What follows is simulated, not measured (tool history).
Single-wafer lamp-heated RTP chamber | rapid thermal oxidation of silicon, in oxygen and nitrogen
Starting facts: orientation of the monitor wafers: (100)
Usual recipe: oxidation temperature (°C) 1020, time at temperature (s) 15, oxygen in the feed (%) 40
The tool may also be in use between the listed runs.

run     day  oxidation temperature (°C)  time at temperature (s)  oxygen in the feed (%)  wafers since the last listed run  wafers since the last pyrometer calibration  hours since the oxygen flow controller was replaced  hours since the gauge calibration  read-back reference wafer on the same gauge, thickness  oxide thickness on the monitor wafer (Å)
  1       0                        1020                       15                      19                                 0                                         6711                                               2759.9                              177.6                                                   2.499                                      24.5
      1.758  -- pyrometer window cleaned and pyrometer calibrated
  2   2.146                        1020                       15                      40                               403                                           86                                               2811.4                              229.1                                                     2.5                                     28.22
  3   3.717                        1020                       15                      40                               350                                          436                                               2849.1                              266.8                                                     2.5                                     28.09
  4   5.125                        1012                       15                      63                               313                                          750                                               2882.9                              300.6                                                   2.501                                     30.36
  5    6.65                        1012                       15                      63                               339                                         1090                                               2919.5                              337.2                                                   2.499                                     30.63
  6   8.979                        1012                       15                      63                               519                                         1609                                               2975.4                              393.1                                                   2.501                                     30.61
  7  11.396                        1020                       20                      40                               538                                         2147                                               3033.4                              451.1                                                   2.501                                      31.3
  8  13.058                        1020                       20                      40                               370                                         2518                                               3073.3                                491                                                     2.5                                      31.3
  9  14.267                        1020                       20                      40                               269                                         2787                                               3102.3                                520                                                   2.501                                     31.37
 10  16.417                        1020                       15                      33                               479                                         3266                                               3153.9                              571.6                                                   2.501                                     27.25
 11  17.983                        1020                       15                      33                               349                                         3615                                               3191.5                              609.2                                                     2.5                                     27.21
 12   20.65                        1020                       15                      33                               594                                         4210                                               3255.5                              673.2                                                     2.5                                     27.36
 13  21.792                        1020                       13                      40                               254                                         4464                                               3282.9                              700.6                                                   2.501                                     27.34
 14  23.792                        1020                       13                      40                               445                                         4910                                               3330.9                              748.6                                                   2.499                                     27.47
 15  25.967                        1020                       13                      40                               484                                         5395                                               3383.1                              800.8                                                     2.5                                     27.45
 16  28.262                        1020                       15                      40                               511                                         5906                                               3438.2                              855.9                                                     2.5                                     28.76
     29.362  -- pyrometer window cleaned and pyrometer calibrated
 17  30.404                        1034                       15                      17                               403                                          231                                               3489.6                              907.3                                                   2.501                                     24.94
 18  32.254                         994                        8                      65                               412                                          644                                                 3534                              951.7                                                     2.5                                     23.69
 19  37.083                        1020                       15                      40                              1076                                         1720                                               3649.9                             1067.6                                                   2.499                                      28.6
 20  45.642                        1012                       15                      63                              1907                                         3628                                               3855.3                               1273                                                   2.499                                     31.08
     46.571  -- oxygen flow controller replaced
 21  47.096                        1020                       15                      40                               249                                         3877                                                 12.6                             1307.9                                                   2.499                                     28.72
 22  48.808                        1020                       15                      40                               381                                         4259                                                 53.7                               1349                                                   2.499                                     28.71
 23  49.933                        1020                       15                      40                               250                                         4510                                                 80.7                               1376                                                   2.498                                     28.69

Run 24 is up next; what results do you expect?
 24   51                        1005                        8                      40                               237                                         4747                                                106.3                             1401.6                                                       ?                                         ?

{"run 24": {"read-back reference wafer on the same gauge, thickness": 2.499, "oxide thickness on the monitor wafer (Å)": 23.04}}
Take away the tool's hidden state, keep the run-to-run variation as it was, and the same run would have given oxide thickness on the monitor wafer (Å) 22.65.
